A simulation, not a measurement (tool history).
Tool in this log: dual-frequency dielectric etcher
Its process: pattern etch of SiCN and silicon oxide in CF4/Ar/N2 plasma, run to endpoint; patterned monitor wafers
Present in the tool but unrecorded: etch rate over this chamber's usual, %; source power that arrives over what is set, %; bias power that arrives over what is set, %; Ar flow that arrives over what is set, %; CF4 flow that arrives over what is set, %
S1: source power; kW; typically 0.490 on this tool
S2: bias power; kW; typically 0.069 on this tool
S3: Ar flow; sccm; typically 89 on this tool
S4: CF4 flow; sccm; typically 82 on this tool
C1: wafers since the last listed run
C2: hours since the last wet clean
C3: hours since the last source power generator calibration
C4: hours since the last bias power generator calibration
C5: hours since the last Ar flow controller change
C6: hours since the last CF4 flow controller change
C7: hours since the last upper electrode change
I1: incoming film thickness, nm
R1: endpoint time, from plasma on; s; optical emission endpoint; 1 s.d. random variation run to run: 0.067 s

run	day	S1	S2	S3	S4	C1	C2	C3	C4	C5	C6	C7	I1	R1
1	0.000	0.490	0.069	89	82	0	18.4	1413.5	3653.2	3941.8	3024.7	0.5	15.72	15.8
2	0.696	0.370	0.069	100	100	296	35.1	1430.2	3669.9	3958.5	3041.4	17.2	15.70	18.3
3	3.033	0.490	0.069	89	82	995	91.2	1486.3	3726.0	4014.6	3097.5	73.3	15.69	15.6
4	5.242	0.430	0.063	100	63	940	144.2	1539.3	3779.0	4067.6	3150.5	126.3	15.85	18.9
# day 5.708: Ar flow controller replaced
5	6.275	0.590	0.069	73	82	333	169.0	1564.1	3803.8	13.6	3175.3	151.1	15.73	13.3
6	9.150	0.490	0.064	89	99	1224	238.0	1633.1	3872.8	82.6	3244.3	220.1	15.81	15.6
7	10.154	0.490	0.069	100	82	427	262.1	1657.2	3896.9	106.7	3268.4	244.2	15.85	15.9
8	12.004	0.490	0.053	89	77	788	306.5	1701.6	3941.3	151.1	3312.8	288.6	15.82	17.2
9	14.067	0.490	0.062	107	82	878	356.0	1751.1	3990.8	200.6	3362.3	338.1	15.82	16.7
10	16.212	0.490	0.069	89	82	914	407.5	1802.6	4042.3	252.1	3413.8	389.6	15.78	15.2
# day 16.658: bias power generator calibrated
11	17.917	0.490	0.069	89	82	655	448.4	1843.5	30.2	293.0	3454.7	430.5	15.88	15.3
# day 19.425: CF4 flow controller replaced
12	19.779	0.490	0.064	108	82	687	493.1	1888.2	74.9	337.7	8.5	475.2	15.79	16.2
13	20.983	0.490	0.069	89	82	513	522.0	1917.1	103.8	366.6	37.4	504.1	15.87	15.1
14	22.279	0.550	0.069	83	65	552	553.1	1948.2	134.9	397.7	68.5	535.2	15.88	14.4
# day 23.554: source power generator calibrated
# day 24.675: wet clean of the chamber
15	24.696	0.400	0.069	111	82	532	0.5	27.4	192.9	455.7	126.5	593.2	15.74	18.7
16	26.350	0.490	0.069	68	97	704	40.2	67.1	232.6	495.4	166.2	632.9	15.78	14.6
17	27.442	0.490	0.069	89	89	465	66.4	93.3	258.8	521.6	192.4	659.1	15.94	15.7
18	29.342	0.600	0.069	89	82	809	112.0	138.9	304.4	567.2	238.0	704.7	15.77	13.8
19	31.150	0.490	0.078	89	82	770	155.4	182.3	347.8	610.6	281.4	748.1	15.93	15.1
20	33.892	0.560	0.058	89	74	1168	221.2	248.1	413.6	676.4	347.2	813.9	15.91	15.6
21	35.750	0.420	0.069	105	82	791	265.8	292.7	458.2	721.0	391.8	858.5	15.78	17.7
22	38.446	0.570	0.069	97	82	1148	330.5	357.4	522.9	785.7	456.5	923.2	15.73	14.3
23	41.325	0.420	0.069	105	82	1226	399.6	426.5	592.0	854.8	525.6	992.3	15.89	17.5
24	43.704	0.490	0.056	67	70	1013	456.7	483.6	649.1	911.9	582.7	1049.4	15.76	15.6

Results for each run, recomputed without the tool's hidden state and with each run's random variation untouched:
run	R1
1	15.8
2	18.3
3	15.7
4	19.1
5	13.4
6	15.9
7	16.3
8	17.7
9	17.2
10	15.7
11	15.9
12	16.9
13	15.8
14	15.1
15	18.6
16	14.6
17	15.7
18	13.9
19	15.2
20	15.9
21	18.1
22	14.7
23	18.0
24	16.2
